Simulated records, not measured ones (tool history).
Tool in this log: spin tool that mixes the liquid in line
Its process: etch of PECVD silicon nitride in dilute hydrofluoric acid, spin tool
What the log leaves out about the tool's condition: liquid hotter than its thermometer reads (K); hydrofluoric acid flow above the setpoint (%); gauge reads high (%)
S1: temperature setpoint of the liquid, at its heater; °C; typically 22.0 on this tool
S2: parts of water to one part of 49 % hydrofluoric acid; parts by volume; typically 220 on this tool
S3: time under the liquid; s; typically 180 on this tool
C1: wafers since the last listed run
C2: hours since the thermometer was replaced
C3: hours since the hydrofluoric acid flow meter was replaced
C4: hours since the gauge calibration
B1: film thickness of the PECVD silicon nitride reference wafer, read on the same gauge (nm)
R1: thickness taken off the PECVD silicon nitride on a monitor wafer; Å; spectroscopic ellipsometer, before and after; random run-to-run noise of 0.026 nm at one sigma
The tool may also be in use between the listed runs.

run,hour,S1,S2,S3,C1,C2,C3,C4,B1,R1
1,0.0,22.0,220,180,0,1628.8,409.4,272.7,120.019,12.23
2,13.1,22.0,220,180,104,1641.9,422.5,285.8,119.983,12.14
3,46.3,22.0,220,210,263,1675.1,455.7,319.0,119.979,14.65
4,63.1,22.0,220,210,133,1691.9,472.5,335.8,120.022,14.25
5,136.2,22.0,220,210,581,1765.0,545.6,408.9,119.974,14.16
6,153.8,24.0,220,180,139,1782.6,563.2,426.5,120.021,13.81
7,170.7,24.0,220,180,134,1799.5,580.1,443.4,119.981,14.04
8,187.8,24.0,220,180,135,1816.6,597.2,460.5,119.980,14.67
9,215.4,22.0,220,180,219,1844.2,624.8,488.1,120.003,12.43
10,228.2,22.0,220,180,101,1857.0,637.6,500.9,119.962,12.13
11,242.0,22.0,220,180,109,1870.8,651.4,514.7,120.003,12.21
# hour 264.8: gauge calibrated
12,265.4,22.0,220,180,185,1894.2,674.8,0.6,119.991,12.33
13,277.8,22.0,220,180,98,1906.6,687.2,13.0,120.016,12.51
14,310.0,22.0,220,180,255,1938.8,719.4,45.2,120.003,11.89
# hour 313.8: thermometer replaced
15,327.7,25.0,120,105,132,13.9,737.1,62.9,119.996,15.94
16,342.1,17.5,315,90,114,28.3,751.5,77.3,119.975,3.24
17,372.8,17.5,220,180,244,59.0,782.2,108.0,120.003,9.15
18,393.0,25.0,285,240,160,79.2,802.4,128.2,120.042,15.41
19,417.5,22.0,220,180,194,103.7,826.9,152.7,120.029,12.51
20,440.1,24.5,150,230,179,126.3,849.5,175.3,120.005,27.64
21,453.1,25.5,280,125,103,139.3,862.5,188.3,120.024,8.33
22,480.7,22.0,220,180,219,166.9,890.1,215.9,120.011,12.74
23,494.8,27.0,140,255,112,181.0,904.2,230.0,120.000,39.61
# hour 512.4: hydrofluoric acid flow meter replaced
24,578.0,26.5,275,100,653,264.2,65.6,313.2,120.012,7.59
25,620.4,22.0,220,180,337,306.6,108.0,355.6,120.007,13.08
26,632.9,22.0,160,280,99,319.1,120.5,368.1,119.966,27.99
# hour 637.2: hydrofluoric acid flow meter replaced, repeated, since the last time left the tool worse
27,647.6,22.0,275,180,108,333.8,10.4,382.8,120.036,9.33
28,661.0,22.0,220,180,106,347.2,23.8,396.2,120.008,11.31
29,693.4,24.5,220,180,257,379.6,56.2,428.6,119.970,13.89
# hour 697.9: gauge calibrated
30,726.3,22.0,305,130,261,412.5,89.1,28.4,120.000,6.24
31,817.7,26.0,270,275,726,503.9,180.5,119.8,119.983,19.11

Here are 5 independent what-if runs from the current tool condition. What would each one return?
A,818.2,22.0,220,180,3,504.4,181.0,120.3,?,?
B,818.2,22.0,160,180,3,504.4,181.0,120.3,?,?
C,818.2,22.0,315,180,3,504.4,181.0,120.3,?,?
D,818.2,19.5,185,180,3,504.4,181.0,120.3,?,?
E,818.2,26.0,305,180,3,504.4,181.0,120.3,?,?

run,B1,R1
A,120.009,11.69
B,120.009,15.98
C,120.009,8.23
D,120.009,11.76
E,120.009,10.84
Without the tool's hidden state the same runs would have given:
run,R1
A,11.45
B,15.65
C,8.06
D,11.52
E,10.61

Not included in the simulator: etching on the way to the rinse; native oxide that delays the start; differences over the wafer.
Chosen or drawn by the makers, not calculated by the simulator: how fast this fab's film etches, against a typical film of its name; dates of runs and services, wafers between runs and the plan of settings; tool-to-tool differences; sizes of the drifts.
